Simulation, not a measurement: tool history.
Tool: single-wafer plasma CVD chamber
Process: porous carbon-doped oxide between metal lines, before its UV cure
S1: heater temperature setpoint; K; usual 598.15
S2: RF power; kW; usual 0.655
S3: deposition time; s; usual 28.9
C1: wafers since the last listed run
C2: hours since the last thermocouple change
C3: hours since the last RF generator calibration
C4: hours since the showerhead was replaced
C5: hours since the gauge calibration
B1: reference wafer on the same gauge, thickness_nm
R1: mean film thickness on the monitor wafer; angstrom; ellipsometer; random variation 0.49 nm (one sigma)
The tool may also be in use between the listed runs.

run    hour      S1     S2    S3    C1      C2      C3      C4      C5       B1       R1
  1     0.0  607.15  0.700  28.9     0  1770.7   804.2  4994.3  2130.9  145.118  1676.40
  2    62.9  598.15  0.655  28.9  1436  1833.6   867.1  5057.2  2193.8  144.967  1670.13
  3   117.8  598.15  0.655  28.9  1253  1888.5   922.0  5112.1  2248.7  144.969  1668.71
  4   162.3  598.15  0.655  28.9  1016  1933.0   966.5  5156.6  2293.2  145.140  1667.71
  5   204.8  598.15  0.655  28.9   970  1975.5  1009.0  5199.1  2335.7  145.088  1670.52
      266.0  -- thermocouple changed; heater temperature recalibrated
  6   302.3  598.15  0.655  28.9  2044    36.3  1106.5  5296.6  2433.2  145.050  1673.13
  7   397.8  598.15  0.655  28.9  2181   131.8  1202.0  5392.1  2528.7  145.067  1669.96
  8   497.0  598.15  0.655  28.9  2265   231.0  1301.2  5491.3  2627.9  145.048  1667.68
  9   542.4  598.15  0.655  28.9  1036   276.4  1346.6  5536.7  2673.3  145.097  1672.46
      627.8  -- showerhead replaced
      688.3  -- RF generator calibrated
 10   757.5  598.15  0.655  28.9  4547   491.5    69.2   129.7  2888.4  145.156  1677.74
 11   796.4  598.15  0.655  28.9   888   530.4   108.1   168.6  2927.3  145.210  1681.75
      828.1  -- gauge calibrated
 12   899.0  598.15  0.655  28.9  2343   633.0   210.7   271.2    70.9  143.296  1649.31
 13   978.9  598.15  0.655  28.9  1824   712.9   290.6   351.1   150.8  143.463  1646.84
 14  1053.4  598.15  0.655  28.9  1701   787.4   365.1   425.6   225.3  143.627  1647.59
 15  1090.4  598.15  0.655  28.9   845   824.4   402.1   462.6   262.3  143.698  1648.64
 16  1151.6  598.15  0.785  28.9  1397   885.6   463.3   523.8   323.5  143.735  1849.84
 17  1397.4  598.15  0.655  28.9  5613  1131.4   709.1   769.6   569.3  144.230  1667.63
 18  1473.0  598.15  0.655  28.9  1726  1207.0   784.7   845.2   644.9  144.383  1662.68
 19  1526.6  598.15  0.655  23.3  1224  1260.6   838.3   898.8   698.5  144.376  1345.08
 20  1591.0  611.15  0.700  28.9  1470  1325.0   902.7   963.2   762.9  144.342  1633.99
 21  1672.3  598.15  0.655  28.9  1856  1406.3   984.0  1044.5   844.2  144.570  1667.74
 22  1729.3  609.15  0.550  30.6  1301  1463.3  1041.0  1101.5   901.2  144.725  1500.99
 23  1775.8  583.15  0.760  26.7  1062  1509.8  1087.5  1148.0   947.7  144.867  1833.67
 24  1857.5  611.15  0.655  24.5  1865  1591.5  1169.2  1229.7  1029.4  144.709  1336.91
     1870.8  -- thermocouple changed; heater temperature recalibrated
 25  1933.3  603.15  0.580  25.2  1548    62.5  1245.0  1305.5  1105.2  144.859  1318.91
 26  1986.2  598.15  0.655  28.9  1208   115.4  1297.9  1358.4  1158.1  144.936  1665.00
 27  2027.1  598.15  0.655  28.9   934   156.3  1338.8  1399.3  1199.0  144.981  1661.49
 28  2101.5  598.15  0.555  32.5  1699   230.7  1413.2  1473.7  1273.4  144.918  1683.28
 29  2144.1  598.15  0.655  28.9   972   273.3  1455.8  1516.3  1316.0  145.054  1671.37
 30  2213.9  598.15  0.655  28.9  1594   343.1  1525.6  1586.1  1385.8  145.107  1663.75
 31  2288.9  587.15  0.550  31.1  1712   418.1  1600.6  1661.1  1460.8  145.099  1690.86
 32  2334.5  611.15  0.585  33.7  1041   463.7  1646.2  1706.7  1506.4  145.172  1704.33
     2413.0  -- RF generator calibrated
 33  2429.4  611.15  0.655  28.9  1984   558.6    16.4  1801.6  1601.3  145.202  1575.47

Hidden state at the last listed run before each entry between runs and at the first one after, where it differs:
Between runs 5 and 6: thermocouple changed; heater temperature recalibrated (hour 266.0)
  gauge reads high (%): 1.46 -> 1.48
  measured less the result without the state, R1: +24.00 -> +24.32 angstrom
Between runs 9 and 10: showerhead replaced (hour 627.8); RF generator calibrated (hour 688.3)
  gauge reads high (%): 1.51 -> 1.54
  measured less the result without the state, R1: +24.91 -> +25.41 angstrom
Between runs 11 and 12: gauge calibrated (hour 828.1)
  gauge reads high (%): 1.54 -> 0.207
  measured less the result without the state, R1: +25.55 -> +3.42 angstrom
Between runs 24 and 25: thermocouple changed; heater temperature recalibrated (hour 1870.8)
  gauge reads high (%): 1.27 -> 1.32
  measured less the result without the state, R1: +16.74 -> +17.14 angstrom
Between runs 32 and 33: RF generator calibrated (hour 2413.0)
  gauge reads high (%): 1.52 -> 1.56
  measured less the result without the state, R1: +25.58 -> +24.23 angstrom
